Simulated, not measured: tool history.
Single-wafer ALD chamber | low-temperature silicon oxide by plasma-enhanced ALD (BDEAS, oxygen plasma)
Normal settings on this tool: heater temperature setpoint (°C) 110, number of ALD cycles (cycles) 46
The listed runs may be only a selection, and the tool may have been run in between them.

run     day  heater temperature setpoint (°C)  number of ALD cycles (cycles)  read-back reference wafer on the same gauge, thickness_nm  mean film thickness on the monitor wafer (nm)
  1   0.000                               110                             46                                                      7.057                                          6.902
  2   3.150                               110                             46                                                      7.050                                          6.952
  3   6.012                               110                             40                                                      7.058                                          6.021
  4   8.508                               110                             40                                                      7.063                                          6.036
  5   9.725                               110                             46                                                      7.053                                          6.904
  6  12.508                               110                             46                                                      7.060                                          6.935
  7  20.888                               110                             46                                                      7.066                                          6.916
  8  22.575                               117                             42                                                      7.073                                          6.274
  9  24.158                               117                             42                                                      7.062                                          6.283
 10  26.108                               117                             42                                                      7.059                                          6.273
     26.950  -- gauge calibrated
 11  29.004                               117                             46                                                      7.056                                          6.912
     29.733  -- thermocouple changed; heater temperature recalibrated
 12  31.242                               110                             52                                                      7.065                                          7.828
 13  32.975                               105                             46                                                      7.063                                          6.975
 14  35.179                               105                             46                                                      7.061                                          6.944
 15  37.033                               105                             46                                                      7.061                                          6.961
 16  39.083                               110                             46                                                      7.055                                          6.919
 17  41.362                               110                             46                                                      7.053                                          6.948
 18  42.408                               110                             46                                                      7.056                                          6.920
 19  44.158                               117                             46                                                      7.068                                          6.858
 20  45.775                               104                             43                                                      7.063                                          6.535
 21  47.467                               122                             53                                                      7.063                                          7.822
 22  48.900                               103                             50                                                      7.060                                          7.593
 23  51.579                               110                             46                                                      7.060                                          6.949
 24  53.829                               110                             46                                                      7.059                                          6.915
 25  55.404                               117                             55                                                      7.050                                          8.169

Estimate the outcome of run 26 from the log above:
 26  58.238                               121                             49                                                          ?                                              ?

{"run 26": {"read-back reference wafer on the same gauge, thickness_nm": 7.061, "mean film thickness on the monitor wafer (nm)": 7.255}}
Without the tool's hidden state the same run would have given mean film thickness on the monitor wafer (nm) 7.239.

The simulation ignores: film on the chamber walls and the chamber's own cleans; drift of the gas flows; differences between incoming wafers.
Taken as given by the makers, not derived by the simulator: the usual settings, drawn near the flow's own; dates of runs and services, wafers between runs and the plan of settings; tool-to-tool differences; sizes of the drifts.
